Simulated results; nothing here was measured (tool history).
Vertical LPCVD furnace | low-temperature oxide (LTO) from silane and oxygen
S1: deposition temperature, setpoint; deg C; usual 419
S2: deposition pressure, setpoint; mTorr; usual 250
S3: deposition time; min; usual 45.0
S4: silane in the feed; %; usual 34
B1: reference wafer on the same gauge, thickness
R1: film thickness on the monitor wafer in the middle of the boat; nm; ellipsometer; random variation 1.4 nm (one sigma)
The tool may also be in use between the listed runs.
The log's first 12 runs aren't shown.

{"run": 13, "day": 14.179, "S1": 419, "S2": 250, "S3": 45.0, "S4": 34, "B1": 490.05, "R1": 476.4}
{"run": 14, "day": 15.512, "S1": 419, "S2": 285, "S3": 45.0, "S4": 37, "B1": 490.1, "R1": 602.21}
{"day": 17.733, "done": "pressure gauge zeroed"}
{"run": 15, "day": 17.754, "S1": 419, "S2": 250, "S3": 45.0, "S4": 34, "B1": 489.9, "R1": 473.93}
{"run": 16, "day": 17.975, "S1": 419, "S2": 305, "S3": 54.0, "S4": 34, "B1": 489.57, "R1": 691.64}
{"run": 17, "day": 19.342, "S1": 419, "S2": 250, "S3": 45.0, "S4": 34, "B1": 490.0, "R1": 473.9}
{"run": 18, "day": 20.471, "S1": 430, "S2": 280, "S3": 33.0, "S4": 28, "B1": 490.37, "R1": 337.0}
{"run": 19, "day": 21.05, "S1": 419, "S2": 250, "S3": 45.0, "S4": 34, "B1": 489.84, "R1": 472.16}
{"day": 21.8, "done": "gauge calibrated"}
{"run": 20, "day": 22.275, "S1": 411, "S2": 250, "S3": 29.0, "S4": 29, "B1": 489.79, "R1": 223.58}

The next listed run, before its measurement:
{"run": 21, "day": 22.812, "S1": 419, "S2": 250, "S3": 45.0, "S4": 34, "B1": "?", "R1": "?"}

{"run 21": {"B1": 489.96, "R1": 471.35}}
Without the tool's hidden state the same run would have given R1 475.36 nm.
